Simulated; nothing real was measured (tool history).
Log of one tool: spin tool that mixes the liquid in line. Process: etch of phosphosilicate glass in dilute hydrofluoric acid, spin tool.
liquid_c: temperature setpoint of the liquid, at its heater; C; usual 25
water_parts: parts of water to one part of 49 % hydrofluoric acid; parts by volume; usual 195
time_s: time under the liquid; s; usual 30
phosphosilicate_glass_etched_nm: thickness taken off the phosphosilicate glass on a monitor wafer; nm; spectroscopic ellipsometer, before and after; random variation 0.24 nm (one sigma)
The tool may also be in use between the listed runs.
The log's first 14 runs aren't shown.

run	hour	liquid_c	water_parts	time_s	wafers since the last listed run	hours since the thermometer was replaced	hours since the hydrofluoric acid flow meter was replaced	hours since the gauge calibration	read-back film thickness of the phosphosilicate glass reference wafer, read on the same gauge (nm)	phosphosilicate_glass_etched_nm
# hour 1076.3: gauge calibrated
15	1142.5	22	240	35	1231	950.3	1706.1	66.2	60	23.09
# hour 1195.7: thermometer replaced
16	1247.2	22.5	195	45	1781	51.5	1810.8	170.9	60.04	40.09
# hour 1251.9: hydrofluoric acid flow meter replaced
17	1295.4	25	195	30	810	99.7	43.5	219.1	59.97	29.28
18	1375	22.5	270	30	1367	179.3	123.1	298.7	60.02	17.67
19	1465.8	21	195	40	1559	270.1	213.9	389.5	59.98	33.12
20	1535.3	21.5	150	30	1193	339.6	283.4	459	60.03	34.88
21	1592.4	26.5	295	15	980	396.7	340.5	516.1	60	9.05
22	1676.7	26.5	265	15	1447	481	424.8	600.4	60.01	10.46
23	1749.8	25	260	15	1255	554.1	497.9	673.5	59.99	10.15
24	1818.5	20.5	100	30	1179	622.8	566.6	742.2	60.02	52.99
25	1910.7	25	110	30	1583	715	658.8	834.4	59.97	56.6
26	1965.8	25	195	45	946	770.1	713.9	889.5	60.01	44.06
27	2072.5	25	195	30	1832	876.8	820.6	996.2	59.99	28.87
# hour 2077.7: thermometer replaced
28	2135.9	28.5	160	35	1071	58.2	884	1059.6	60.02	48.42
29	2190.6	25	125	15	939	112.9	938.7	1114.3	59.99	24.54
30	2281.1	25	275	30	1554	203.4	1029.2	1204.8	59.99	18.82
31	2325.9	25	270	30	769	248.2	1074	1249.6	60	19.41
32	2366.9	25	195	30	704	289.2	1115	1290.6	60	29.12

4 ways to go on from here, each from the tool as it stands after run 32. What would each give?
A	2367.3	25	290	30	6	289.6	1115.4	1291	?	?
B	2367.3	27.5	115	45	6	289.6	1115.4	1291	?	?
C	2367.3	30	195	30	6	289.6	1115.4	1291	?	?
D	2367.3	25	235	25	6	289.6	1115.4	1291	?	?

run	read-back film thickness of the phosphosilicate glass reference wafer, read on the same gauge (nm)	phosphosilicate_glass_etched_nm
A	60.01	17.51
B	60.01	88.4
C	60.01	34.39
D	60.01	19.05
Without the tool's hidden state the same runs would have given:
run	phosphosilicate_glass_etched_nm
A	17.51
B	88.4
C	34.39
D	19.05
